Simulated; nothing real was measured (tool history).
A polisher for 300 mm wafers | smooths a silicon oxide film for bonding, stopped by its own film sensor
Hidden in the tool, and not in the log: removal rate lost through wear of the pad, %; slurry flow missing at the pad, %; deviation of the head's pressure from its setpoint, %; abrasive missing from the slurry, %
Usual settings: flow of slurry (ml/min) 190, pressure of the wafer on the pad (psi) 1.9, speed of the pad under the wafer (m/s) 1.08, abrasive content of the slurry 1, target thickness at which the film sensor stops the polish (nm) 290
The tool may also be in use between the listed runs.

| run | hour | flow of slurry (ml/min) | pressure of the wafer on the pad (psi) | speed of the pad under the wafer (m/s) | abrasive content of the slurry | target thickness at which the film sensor stops the polish (nm) | wafers since the last listed run | wafers polished on this pad | hours since the slurry nozzle was cleaned | hours since the head pressure was calibrated | hours since the slurry blender was calibrated | incoming thickness of the incoming film, nm | time until the film sensor stopped the polish (s) |
|---|---|---|---|---|---|---|---|---|---|---|---|---|---|
| 1 | 0 | 190 | 1.9 | 1.08 | 1 | 290 | 0 | 373 | 108.1 | 978.6 | 232.1 | 329 | 65.3 |
|  | 20.2 | head pressure recalibrated |
|  | 58.9 | slurry blender recalibrated |
| 2 | 79.5 | 190 | 1.9 | 1.08 | 1 | 290 | 673 | 1046 | 187.6 | 59.3 | 20.6 | 333.6 | 81.2 |
| 3 | 168.6 | 190 | 1.9 | 1.08 | 1 | 290 | 795 | 1842 | 276.7 | 148.4 | 109.7 | 329.9 | 72.7 |
|  | 254.2 | worn pad replaced by a new one |
| 4 | 276.1 | 190 | 1.9 | 1.08 | 1 | 296 | 923 | 195 | 384.2 | 255.9 | 217.2 | 326.8 | 56.8 |
| 5 | 346.2 | 190 | 1.9 | 1.08 | 1 | 296 | 625 | 820 | 454.3 | 326 | 287.3 | 335.2 | 74.1 |
|  | 379.3 | slurry blender recalibrated |
| 6 | 408 | 190 | 1.9 | 1.08 | 1 | 286 | 533 | 1354 | 516.1 | 387.8 | 28.7 | 322.7 | 62.6 |
| 7 | 467.2 | 190 | 1.9 | 1.08 | 1 | 286 | 528 | 1883 | 575.3 | 447 | 87.9 | 331.3 | 77.6 |
|  | 534.1 | worn pad replaced by a new one |
| 8 | 537.7 | 190 | 1.9 | 1.08 | 1 | 286 | 593 | 32 | 645.8 | 517.5 | 158.4 | 329.3 | 75.6 |
| 9 | 599.9 | 190 | 1.9 | 1.08 | 0.9 | 290 | 555 | 587 | 708 | 579.7 | 220.6 | 331.1 | 76.4 |
|  | 683.2 | slurry blender recalibrated |
|  | 797.7 | worn pad replaced by a new one |
| 10 | 852.5 | 190 | 1.7 | 1.08 | 1 | 290 | 2201 | 488 | 960.6 | 832.3 | 169.3 | 330.6 | 78.1 |
|  | 894.1 | slurry nozzle cleaned |
| 11 | 898.7 | 190 | 2.5 | 1.08 | 1 | 290 | 403 | 892 | 4.6 | 878.5 | 215.5 | 333.3 | 55.3 |
| 12 | 989.6 | 125 | 1.9 | 1.08 | 1.1 | 279 | 811 | 1703 | 95.5 | 969.4 | 306.4 | 324.8 | 80.5 |
|  | 1025 | slurry blender recalibrated |
|  | 1032.5 | head pressure recalibrated |
|  | 1092.3 | worn pad replaced by a new one |
| 13 | 1136.8 | 190 | 1.9 | 1.08 | 1 | 290 | 1242 | 397 | 242.7 | 104.3 | 111.8 | 328.9 | 70.5 |
| 14 | 1205.3 | 130 | 1.9 | 1.08 | 1 | 295 | 611 | 1008 | 311.2 | 172.8 | 180.3 | 331.6 | 70.6 |
| 15 | 1307.5 | 125 | 1.9 | 1.08 | 1.1 | 279 | 912 | 1920 | 413.4 | 275 | 282.5 | 330.8 | 99.7 |
| 16 | 1361.3 | 255 | 1.9 | 1.08 | 1.15 | 290 | 480 | 2400 | 467.2 | 328.8 | 336.3 | 328.3 | 69.8 |
|  | 1369.9 | slurry blender recalibrated |
|  | 1385.8 | worn pad replaced by a new one |
| 17 | 1455.7 | 135 | 1.9 | 1.08 | 0.7 | 290 | 789 | 623 | 561.6 | 423.2 | 85.8 | 333.8 | 92.2 |
| 18 | 1508.6 | 215 | 1.4 | 1.08 | 1 | 290 | 472 | 1096 | 614.5 | 476.1 | 138.7 | 333 | 101.8 |

5 ways to go on from here, each from the tool as it stands after run 18. What would each give?
| A | 1509 | 190 | 1.9 | 1.08 | 1 | 290 | 3 | 1099 | 614.9 | 476.5 | 139.1 | 327.8 | ? |
| B | 1509 | 150 | 1.5 | 1.08 | 1 | 290 | 3 | 1099 | 614.9 | 476.5 | 139.1 | 327.8 | ? |
| C | 1509 | 245 | 1.9 | 1.08 | 1 | 286 | 3 | 1099 | 614.9 | 476.5 | 139.1 | 327.8 | ? |
| D | 1509 | 190 | 1.9 | 0.92 | 1 | 279 | 3 | 1099 | 614.9 | 476.5 | 139.1 | 327.8 | ? |
| E | 1509 | 220 | 1.9 | 1.08 | 0.85 | 297 | 3 | 1099 | 614.9 | 476.5 | 139.1 | 327.8 | ? |

| run | time until the film sensor stopped the polish (s) |
|---|---|
| A | 66.8 |
| B | 86.8 |
| C | 72 |
| D | 98 |
| E | 56.7 |
Without the tool's hidden state the same runs would have given:
| run | time until the film sensor stopped the polish (s) |
|---|---|
| A | 67 |
| B | 87.1 |
| C | 72.3 |
| D | 98.4 |
| E | 56.8 |
